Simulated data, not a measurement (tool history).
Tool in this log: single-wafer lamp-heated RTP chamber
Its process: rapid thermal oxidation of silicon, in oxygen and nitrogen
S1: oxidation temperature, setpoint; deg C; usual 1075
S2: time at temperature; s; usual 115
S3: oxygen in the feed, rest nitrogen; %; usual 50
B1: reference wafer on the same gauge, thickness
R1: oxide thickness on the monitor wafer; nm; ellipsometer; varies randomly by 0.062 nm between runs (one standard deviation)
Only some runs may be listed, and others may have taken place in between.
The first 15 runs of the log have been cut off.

run   hour    S1   S2  S3      B1      R1
 16  236.2  1075  115  50  13.115  11.639
 17    253  1052  115  77  13.083  11.878
 18  264.3  1075   79  76  13.107  11.518
 19  281.6  1086   61  69  13.094  10.734
 20  291.1  1075   77  65  13.106  10.952
     295.1  -- gauge calibrated
 21    308  1075  115  36    13.1  10.535
 22  314.5  1075  115  50  13.088  11.905
     330.7  -- oxygen flow controller replaced
 23  331.2  1075   71  41    13.1   8.946
 24  343.1  1075  115  50   13.11  11.849
 25  356.4  1085   97  37  13.074   10.46
 26  366.8  1075  165  77  13.106  16.466
 27  373.8  1055  115  50  13.123  10.531
 28  389.8  1063  115  65  13.104  12.147
 29  395.8  1099  165  50  13.095  16.625
 30  412.8  1095  159  40  13.094  14.569
 31  422.6  1075  115  50  13.097  12.059
 32  431.5  1075   79  50  13.107  10.162
 33  445.9  1075  115  50  13.109  12.152
 34    463  1075  147  30  13.099  11.392
 35  475.8  1095  115  25   13.12   10.71
 36  486.7  1075  115  73  13.087  14.034
 37  502.1  1047  170  33  13.103  10.491
 38  516.6  1086   80  26  13.108   8.834
 39  533.6  1065   71  38  13.108   8.405

Alternative continuations, all from the tool just after run 39; predict every row:
  A   534  1083  115  50   ?   ?
  B   534  1089  167  22   ?   ?
  C   534  1093  164  58   ?   ?

run      B1      R1
  A  13.087  12.983
  B  13.087  11.888
  C  13.087    17.2
With the hidden condition removed and each run's random variation left untouched, the same runs would have given:
run      R1
  A  12.191
  B  11.174
  C  16.174

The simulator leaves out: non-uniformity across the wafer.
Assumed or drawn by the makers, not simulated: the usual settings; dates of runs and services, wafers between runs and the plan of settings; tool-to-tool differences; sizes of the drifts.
